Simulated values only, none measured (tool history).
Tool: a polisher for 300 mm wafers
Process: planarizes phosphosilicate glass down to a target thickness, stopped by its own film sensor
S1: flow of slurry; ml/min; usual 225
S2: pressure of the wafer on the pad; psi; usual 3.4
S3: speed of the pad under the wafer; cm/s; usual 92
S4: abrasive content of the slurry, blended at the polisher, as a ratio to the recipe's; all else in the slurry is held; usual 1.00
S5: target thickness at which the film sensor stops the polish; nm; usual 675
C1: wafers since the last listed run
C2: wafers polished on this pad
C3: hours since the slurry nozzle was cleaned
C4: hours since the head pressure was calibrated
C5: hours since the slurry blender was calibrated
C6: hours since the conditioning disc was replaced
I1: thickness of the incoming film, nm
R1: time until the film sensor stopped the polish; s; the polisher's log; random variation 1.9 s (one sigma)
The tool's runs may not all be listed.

Run 1, hour 0.0: usual settings; C1 0; C2 203; C3 97.4; C4 141.6; C5 201.9; C6 197.1; I1 1627.3. Result: R1 107.7 s.
At hour 85.7: conditioning disc replaced and pad reconditioned.
Run 2, hour 87.0: usual settings but S2 2.7 psi; C1 506; C2 709; C3 184.4; C4 228.6; C5 288.9; C6 1.3; I1 1662.9. Result: R1 130.2 s.
At hour 115.1: slurry blender recalibrated.
At hour 296.7: worn pad replaced by a new one.
At hour 409.6: conditioning disc replaced and pad reconditioned.
Run 3, hour 410.2: usual settings but S2 2.7 psi; C1 1876; C2 663; C3 507.6; C4 551.8; C5 295.1; C6 0.6; I1 1642.7. Result: R1 134.0 s.
At hour 476.3: slurry blender recalibrated.
Run 4, hour 507.2: usual settings; C1 565; C2 1229; C3 604.6; C4 648.8; C5 30.9; C6 97.6; I1 1636.4. Result: R1 118.5 s.
At hour 515.1: head pressure recalibrated.
Run 5, hour 601.7: usual settings but S3 114 cm/s; C1 550; C2 1780; C3 699.1; C4 86.6; C5 125.4; C6 192.1; I1 1645.7. Result: R1 92.3 s.
At hour 629.0: worn pad replaced by a new one.
Run 6, hour 640.7: usual settings; C1 208; C2 69; C3 738.1; C4 125.6; C5 164.4; C6 231.1; I1 1663.0. Result: R1 109.5 s.
Run 7, hour 694.9: usual settings; C1 322; C2 392; C3 792.3; C4 179.8; C5 218.6; C6 285.3; I1 1638.5. Result: R1 107.1 s.
At hour 708.8: conditioning disc replaced and pad reconditioned.
At hour 754.1: slurry blender recalibrated.
Run 8, hour 786.7: usual settings; C1 522; C2 914; C3 884.1; C4 271.6; C5 32.6; C6 77.9; I1 1618.8. Result: R1 103.8 s.
Run 9, hour 863.1: usual settings; C1 454; C2 1369; C3 960.5; C4 348.0; C5 109.0; C6 154.3; I1 1650.2. Result: R1 113.2 s.
At hour 884.4: slurry nozzle cleaned.
Run 10, hour 901.8: usual settings; C1 224; C2 1594; C3 17.4; C4 386.7; C5 147.7; C6 193.0; I1 1638.1. Result: R1 111.3 s.
At hour 928.2: worn pad replaced by a new one.
Run 11, hour 938.0: usual settings; C1 191; C2 58; C3 53.6; C4 422.9; C5 183.9; C6 229.2; I1 1662.8. Result: R1 116.7 s.
At hour 994.0: conditioning disc replaced and pad reconditioned.
Run 12, hour 997.2: usual settings but S2 2.7 psi; C1 340; C2 399; C3 112.8; C4 482.1; C5 243.1; C6 3.2; I1 1661.8. Result: R1 134.2 s.
At hour 1041.1: head pressure recalibrated.
At hour 1091.1: slurry blender recalibrated.
Run 13, hour 1099.0: usual settings; C1 582; C2 981; C3 214.6; C4 57.9; C5 7.9; C6 105.0; I1 1671.8. Result: R1 106.6 s.
Run 14, hour 1204.2: usual settings but S2 3.9 psi, S3 112 cm/s, S5 1007 nm; C1 626; C2 1607; C3 319.8; C4 163.1; C5 113.1; C6 210.2; I1 1661.6. Result: R1 56.7 s.
At hour 1219.7: worn pad replaced by a new one.
Run 15, hour 1258.8: usual settings but S2 2.9 psi, S3 64 cm/s, S5 918 nm; C1 301; C2 233; C3 374.4; C4 217.7; C5 167.7; C6 264.8; I1 1658.4. Result: R1 121.2 s.
At hour 1284.0: conditioning disc replaced and pad reconditioned.
Run 16, hour 1349.7: usual settings but S4 0.80; C1 529; C2 762; C3 465.3; C4 308.6; C5 258.6; C6 65.7; I1 1662.4. Result: R1 126.7 s.
At hour 1418.2: slurry blender recalibrated.
Run 17, hour 1425.9: usual settings but S5 935 nm; C1 441; C2 1204; C3 541.5; C4 384.8; C5 7.7; C6 141.9; I1 1644.7. Result: R1 81.3 s.
Run 18, hour 1480.9: usual settings but S1 150 ml/min, S2 2.7 psi, S4 0.75; C1 327; C2 1531; C3 596.5; C4 439.8; C5 62.7; C6 196.9; I1 1652.2. Result: R1 167.2 s.
At hour 1501.1: worn pad replaced by a new one.
Run 19, hour 1522.8: usual settings; C1 225; C2 128; C3 638.4; C4 481.7; C5 104.6; C6 238.8; I1 1647.8. Result: R1 111.2 s.
At hour 1586.6: conditioning disc replaced and pad reconditioned.
Run 20, hour 1592.5: usual settings but S1 270 ml/min, S3 70 cm/s; C1 403; C2 532; C3 708.1; C4 551.4; C5 174.3; C6 5.9; I1 1613.8. Result: R1 137.9 s.

What the log doesn't show, run by run:
removal rate lost through wear of the pad, %: 0 in every run
slurry flow missing at the pad, %: 0 in every run
abrasive missing from the slurry, %: 0 in every run
time polished since the conditioner stopped cutting, s: 0 in every run
H1: deviation of the head's pressure from its setpoint, %
run      H1
  1   -3.59
  2   -5.38
  3     -12
  4     -14
  5  -0.849
  6   -1.65
  7   -2.76
  8   -4.65
  9   -6.22
 10   -7.02
 11   -7.76
 12   -8.98
 13    1.78
 14  -0.384
 15   -1.51
 16   -3.37
 17   -4.94
 18   -6.07
 19   -6.93
 20   -8.36
